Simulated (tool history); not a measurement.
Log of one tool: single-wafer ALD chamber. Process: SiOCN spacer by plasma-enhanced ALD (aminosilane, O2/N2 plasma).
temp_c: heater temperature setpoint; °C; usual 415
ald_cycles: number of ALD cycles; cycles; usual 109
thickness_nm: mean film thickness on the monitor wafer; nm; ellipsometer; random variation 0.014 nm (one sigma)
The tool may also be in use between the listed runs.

run	hour	temp_c	ald_cycles	wafers since the last listed run	hours since the last thermocouple change	hours since the gauge calibration	read-back reference wafer on the same gauge, thickness_nm	thickness_nm
1	0.0	405	109	0	1639.5	72.2	4.693	5.616
2	14.9	405	109	33	1654.4	87.1	4.689	5.607
3	28.0	412	109	29	1667.5	100.2	4.687	5.480
4	40.8	421	109	28	1680.3	113.0	4.693	5.296
5	57.5	421	109	37	1697.0	129.7	4.694	5.329
6	68.9	421	109	25	1708.4	141.1	4.685	5.308
# hour 77.1: gauge calibrated
7	85.0	422	123	36	1724.5	7.9	4.689	5.957
# hour 94.5: thermocouple changed; heater temperature recalibrated
8	101.7	406	118	19	7.2	24.6	4.691	6.054
9	115.3	407	126	30	20.8	38.2	4.689	6.426
10	132.6	406	127	38	38.1	55.5	4.695	6.531
11	142.3	423	101	21	47.8	65.2	4.689	4.900
12	152.2	415	98	22	57.7	75.1	4.692	4.878
13	169.9	406	118	39	75.4	92.8	4.685	6.067
14	177.3	419	97	16	82.8	100.2	4.690	4.746

Forecast each of these 5 alternatives for the next run:
A	177.9	422	109	1	83.4	100.8	?	?
B	177.9	410	103	1	83.4	100.8	?	?
C	177.9	420	91	1	83.4	100.8	?	?
D	177.9	403	109	1	83.4	100.8	?	?
E	177.9	423	123	1	83.4	100.8	?	?

run	read-back reference wafer on the same gauge, thickness_nm	thickness_nm
A	4.691	5.297
B	4.691	5.226
C	4.691	4.455
D	4.691	5.667
E	4.691	5.955
Without the tool's hidden state the same runs would have given:
run	thickness_nm
A	5.297
B	5.226
C	4.455
D	5.667
E	5.955

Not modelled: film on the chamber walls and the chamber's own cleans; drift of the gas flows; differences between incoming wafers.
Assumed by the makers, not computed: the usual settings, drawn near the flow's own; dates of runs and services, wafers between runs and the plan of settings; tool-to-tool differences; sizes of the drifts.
